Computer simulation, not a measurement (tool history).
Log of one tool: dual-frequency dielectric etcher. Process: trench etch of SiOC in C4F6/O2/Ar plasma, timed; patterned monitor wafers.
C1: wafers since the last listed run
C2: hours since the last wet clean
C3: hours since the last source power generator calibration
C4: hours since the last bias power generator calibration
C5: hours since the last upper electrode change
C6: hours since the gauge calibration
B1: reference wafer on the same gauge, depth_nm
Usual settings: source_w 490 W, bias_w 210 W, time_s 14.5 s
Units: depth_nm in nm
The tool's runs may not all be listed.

{"run": 1, "hour": 0.0, "source_w": 490, "bias_w": 210, "time_s": 14.5, "C1": 0, "C2": 245.8, "C3": 4596.8, "C4": 3539.6, "C5": 2230.0, "C6": 364.7, "B1": 27.71, "depth_nm": 33.15}
{"run": 2, "hour": 23.0, "source_w": 490, "bias_w": 210, "time_s": 14.5, "C1": 538, "C2": 268.8, "C3": 4619.8, "C4": 3562.6, "C5": 2253.0, "C6": 387.7, "B1": 27.69, "depth_nm": 33.1}
{"run": 3, "hour": 48.0, "source_w": 570, "bias_w": 210, "time_s": 14.5, "C1": 585, "C2": 293.8, "C3": 4644.8, "C4": 3587.6, "C5": 2278.0, "C6": 412.7, "B1": 27.7, "depth_nm": 34.74}
{"run": 4, "hour": 63.2, "source_w": 570, "bias_w": 210, "time_s": 14.5, "C1": 355, "C2": 309.0, "C3": 4660.0, "C4": 3602.8, "C5": 2293.2, "C6": 427.9, "B1": 27.7, "depth_nm": 35.24}
{"run": 5, "hour": 86.6, "source_w": 490, "bias_w": 210, "time_s": 14.5, "C1": 547, "C2": 332.4, "C3": 4683.4, "C4": 3626.2, "C5": 2316.6, "C6": 451.3, "B1": 27.69, "depth_nm": 33.49}
{"run": 6, "hour": 122.2, "source_w": 490, "bias_w": 210, "time_s": 14.5, "C1": 833, "C2": 368.0, "C3": 4719.0, "C4": 3661.8, "C5": 2352.2, "C6": 486.9, "B1": 27.71, "depth_nm": 33.27}
{"hour": 151.2, "done": "gauge calibrated"}
{"run": 7, "hour": 154.4, "source_w": 490, "bias_w": 210, "time_s": 14.5, "C1": 753, "C2": 400.2, "C3": 4751.2, "C4": 3694.0, "C5": 2384.4, "C6": 3.2, "B1": 27.69, "depth_nm": 33.4}
{"hour": 184.2, "done": "upper electrode replaced, of another model than before"}
{"hour": 228.4, "done": "source power generator calibrated"}
{"run": 8, "hour": 239.2, "source_w": 490, "bias_w": 227, "time_s": 14.5, "C1": 1329, "C2": 485.0, "C3": 10.8, "C4": 3778.8, "C5": 55.0, "C6": 88.0, "B1": 27.69, "depth_nm": 34.43}
{"run": 9, "hour": 260.4, "source_w": 490, "bias_w": 210, "time_s": 14.5, "C1": 496, "C2": 506.2, "C3": 32.0, "C4": 3800.0, "C5": 76.2, "C6": 109.2, "B1": 27.71, "depth_nm": 33.73}
{"hour": 315.5, "done": "wet clean of the chamber"}
{"run": 10, "hour": 316.0, "source_w": 490, "bias_w": 210, "time_s": 10.0, "C1": 739, "C2": 0.5, "C3": 87.6, "C4": 3855.6, "C5": 131.8, "C6": 164.8, "B1": 27.7, "depth_nm": 22.6}
{"hour": 325.6, "done": "bias power generator calibrated"}
{"run": 11, "hour": 326.1, "source_w": 530, "bias_w": 183, "time_s": 11.5, "C1": 142, "C2": 10.6, "C3": 97.7, "C4": 0.5, "C5": 141.9, "C6": 174.9, "B1": 27.69, "depth_nm": 26.32}
{"run": 12, "hour": 337.3, "source_w": 600, "bias_w": 253, "time_s": 18.0, "C1": 262, "C2": 21.8, "C3": 108.9, "C4": 11.7, "C5": 153.1, "C6": 186.1, "B1": 27.69, "depth_nm": 47.52}
{"run": 13, "hour": 363.9, "source_w": 560, "bias_w": 210, "time_s": 17.5, "C1": 622, "C2": 48.4, "C3": 135.5, "C4": 38.3, "C5": 179.7, "C6": 212.7, "B1": 27.68, "depth_nm": 42.51}
{"run": 14, "hour": 393.4, "source_w": 490, "bias_w": 161, "time_s": 14.5, "C1": 690, "C2": 77.9, "C3": 165.0, "C4": 67.8, "C5": 209.2, "C6": 242.2, "B1": 27.72, "depth_nm": 30.89}
{"run": 15, "hour": 427.1, "source_w": 560, "bias_w": 210, "time_s": 13.0, "C1": 788, "C2": 111.6, "C3": 198.7, "C4": 101.5, "C5": 242.9, "C6": 275.9, "B1": 27.72, "depth_nm": 31.66}
{"run": 16, "hour": 456.3, "source_w": 490, "bias_w": 210, "time_s": 14.5, "C1": 683, "C2": 140.8, "C3": 227.9, "C4": 130.7, "C5": 272.1, "C6": 305.1, "B1": 27.7, "depth_nm": 33.25}

Forecast each of these 5 alternatives for the next run:
{"run": "A", "hour": 456.7, "source_w": 490, "bias_w": 163, "time_s": 14.5, "C1": 9, "C2": 141.2, "C3": 228.3, "C4": 131.1, "C5": 272.5, "C6": 305.5, "B1": "?", "depth_nm": "?"}
{"run": "B", "hour": 456.7, "source_w": 450, "bias_w": 183, "time_s": 16.0, "C1": 9, "C2": 141.2, "C3": 228.3, "C4": 131.1, "C5": 272.5, "C6": 305.5, "B1": "?", "depth_nm": "?"}
{"run": "C", "hour": 456.7, "source_w": 570, "bias_w": 165, "time_s": 15.5, "C1": 9, "C2": 141.2, "C3": 228.3, "C4": 131.1, "C5": 272.5, "C6": 305.5, "B1": "?", "depth_nm": "?"}
{"run": "D", "hour": 456.7, "source_w": 490, "bias_w": 177, "time_s": 12.5, "C1": 9, "C2": 141.2, "C3": 228.3, "C4": 131.1, "C5": 272.5, "C6": 305.5, "B1": "?", "depth_nm": "?"}
{"run": "E", "hour": 456.7, "source_w": 550, "bias_w": 223, "time_s": 14.5, "C1": 9, "C2": 141.2, "C3": 228.3, "C4": 131.1, "C5": 272.5, "C6": 305.5, "B1": "?", "depth_nm": "?"}

run=A B1=27.71 depth_nm=31.27
run=B B1=27.71 depth_nm=33.89
run=C B1=27.71 depth_nm=36.20
run=D B1=27.71 depth_nm=27.47
run=E B1=27.71 depth_nm=35.77
Without the tool's hidden state the same runs would have given:
run=A depth_nm=30.90
run=B depth_nm=33.50
run=C depth_nm=35.78
run=D depth_nm=27.15
run=E depth_nm=35.36
